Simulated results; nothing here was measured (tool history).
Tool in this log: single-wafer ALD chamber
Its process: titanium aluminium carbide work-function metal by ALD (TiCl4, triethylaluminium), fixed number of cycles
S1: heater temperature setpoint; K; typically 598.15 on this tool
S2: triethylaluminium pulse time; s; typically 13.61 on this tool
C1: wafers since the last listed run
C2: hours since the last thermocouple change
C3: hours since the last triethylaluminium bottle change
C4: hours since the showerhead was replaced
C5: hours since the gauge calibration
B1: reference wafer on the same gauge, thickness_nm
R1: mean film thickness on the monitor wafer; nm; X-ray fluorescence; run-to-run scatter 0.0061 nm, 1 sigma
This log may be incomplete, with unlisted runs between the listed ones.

| run | hour | S1 | S2 | C1 | C2 | C3 | C4 | C5 | B1 | R1 |
|---|---|---|---|---|---|---|---|---|---|---|
| 1 | 0 | 593.15 | 11.95 | 0 | 1480.2 | 569.4 | 2239.7 | 716.9 | 2.311 | 2.267 |
| 2 | 19.1 | 598.15 | 17.27 | 250 | 1499.3 | 588.5 | 2258.8 | 736 | 2.311 | 2.406 |
| 3 | 43.3 | 598.15 | 17.27 | 317 | 1523.5 | 612.7 | 2283 | 760.2 | 2.311 | 2.416 |
|  | 48 | gauge calibrated |
| 4 | 74.5 | 598.15 | 9.55 | 409 | 1554.7 | 643.9 | 2314.2 | 26.5 | 2.31 | 2.198 |
| 5 | 105.8 | 598.15 | 9.55 | 410 | 1586 | 675.2 | 2345.5 | 57.8 | 2.309 | 2.202 |
| 6 | 124.3 | 598.15 | 15.52 | 242 | 1604.5 | 693.7 | 2364 | 76.3 | 2.311 | 2.401 |
| 7 | 145.2 | 598.15 | 15.52 | 274 | 1625.4 | 714.6 | 2384.9 | 97.2 | 2.31 | 2.397 |
| 8 | 165.7 | 598.15 | 15.52 | 269 | 1645.9 | 735.1 | 2405.4 | 117.7 | 2.311 | 2.397 |
| 9 | 184.6 | 602.15 | 13.61 | 248 | 1664.8 | 754 | 2424.3 | 136.6 | 2.309 | 2.405 |
| 10 | 265.7 | 602.15 | 13.61 | 1064 | 1745.9 | 835.1 | 2505.4 | 217.7 | 2.309 | 2.398 |
| 11 | 285.8 | 598.15 | 13.61 | 263 | 1766 | 855.2 | 2525.5 | 237.8 | 2.31 | 2.349 |
| 12 | 311.5 | 598.15 | 13.61 | 337 | 1791.7 | 880.9 | 2551.2 | 263.5 | 2.31 | 2.365 |
| 13 | 345.9 | 598.15 | 11 | 451 | 1826.1 | 915.3 | 2585.6 | 297.9 | 2.31 | 2.271 |
|  | 354.3 | showerhead replaced |
| 14 | 374.5 | 598.15 | 11 | 270 | 1854.7 | 943.9 | 20.2 | 326.5 | 2.309 | 2.265 |
| 15 | 386.7 | 598.15 | 11 | 160 | 1866.9 | 956.1 | 32.4 | 338.7 | 2.31 | 2.273 |
| 16 | 403.8 | 588.15 | 16.26 | 224 | 1884 | 973.2 | 49.5 | 355.8 | 2.31 | 2.291 |
|  | 420.2 | triethylaluminium bottle replaced |
| 17 | 432.7 | 588.15 | 16.26 | 274 | 1912.9 | 12.5 | 78.4 | 384.7 | 2.311 | 2.324 |
| 18 | 449.8 | 587.15 | 10.01 | 224 | 1930 | 29.6 | 95.5 | 401.8 | 2.311 | 2.203 |
| 19 | 468.5 | 591.15 | 10.07 | 245 | 1948.7 | 48.3 | 114.2 | 420.5 | 2.309 | 2.248 |
| 20 | 496.8 | 587.15 | 17.87 | 371 | 1977 | 76.6 | 142.5 | 448.8 | 2.31 | 2.306 |
|  | 510.6 | thermocouple changed; heater temperature recalibrated |
| 21 | 526.3 | 584.15 | 18.89 | 282 | 15.7 | 106.1 | 172 | 478.3 | 2.311 | 2.267 |
| 22 | 557.6 | 589.15 | 11.59 | 410 | 47 | 137.4 | 203.3 | 509.6 | 2.309 | 2.235 |
| 23 | 580.3 | 611.15 | 9.41 | 298 | 69.7 | 160.1 | 226 | 532.3 | 2.309 | 2.364 |
|  | 652.9 | gauge calibrated |
| 24 | 676.3 | 598.15 | 13.61 | 1260 | 165.7 | 256.1 | 322 | 23.4 | 2.308 | 2.374 |
| 25 | 702.4 | 598.15 | 15.52 | 342 | 191.8 | 282.2 | 348.1 | 49.5 | 2.309 | 2.398 |
| 26 | 728.1 | 590.15 | 19.05 | 337 | 217.5 | 307.9 | 373.8 | 75.2 | 2.31 | 2.329 |
| 27 | 743 | 590.15 | 11.29 | 195 | 232.4 | 322.8 | 388.7 | 90.1 | 2.309 | 2.202 |
| 28 | 763.2 | 591.15 | 16.4 | 265 | 252.6 | 343 | 408.9 | 110.3 | 2.311 | 2.328 |
| 29 | 776.9 | 604.15 | 8.55 | 179 | 266.3 | 356.7 | 422.6 | 124 | 2.31 | 2.173 |
| 30 | 802.3 | 598.15 | 18.53 | 333 | 291.7 | 382.1 | 448 | 149.4 | 2.309 | 2.429 |
| 31 | 819.6 | 604.15 | 17.69 | 227 | 309 | 399.4 | 465.3 | 166.7 | 2.309 | 2.468 |
| 32 | 847.6 | 606.15 | 13.61 | 367 | 337 | 427.4 | 493.3 | 194.7 | 2.311 | 2.436 |
| 33 | 881.7 | 598.15 | 13.61 | 447 | 371.1 | 461.5 | 527.4 | 228.8 | 2.31 | 2.351 |
| 34 | 902.9 | 598.15 | 15.52 | 278 | 392.3 | 482.7 | 548.6 | 250 | 2.311 | 2.393 |

Results for each run, recomputed without the tool's hidden state and with each run's random variation untouched:
What the log doesn't record here: wafer temperature above the value expected at the setpoint (K); triethylaluminium dose above that of a fresh bottle (%); gauge reads high (%).
| run | R1 |
|---|---|
| 1 | 2.336 |
| 2 | 2.425 |
| 3 | 2.435 |
| 4 | 2.325 |
| 5 | 2.332 |
| 6 | 2.433 |
| 7 | 2.429 |
| 8 | 2.429 |
| 9 | 2.459 |
| 10 | 2.453 |
| 11 | 2.404 |
| 12 | 2.421 |
| 13 | 2.375 |
| 14 | 2.37 |
| 15 | 2.378 |
| 16 | 2.319 |
| 17 | 2.328 |
| 18 | 2.235 |
| 19 | 2.286 |
| 20 | 2.311 |
| 21 | 2.272 |
| 22 | 2.279 |
| 23 | 2.455 |
| 24 | 2.417 |
| 25 | 2.426 |
| 26 | 2.34 |
| 27 | 2.286 |
| 28 | 2.353 |
| 29 | 2.344 |
| 30 | 2.445 |
| 31 | 2.49 |
| 32 | 2.499 |
| 33 | 2.415 |
| 34 | 2.435 |

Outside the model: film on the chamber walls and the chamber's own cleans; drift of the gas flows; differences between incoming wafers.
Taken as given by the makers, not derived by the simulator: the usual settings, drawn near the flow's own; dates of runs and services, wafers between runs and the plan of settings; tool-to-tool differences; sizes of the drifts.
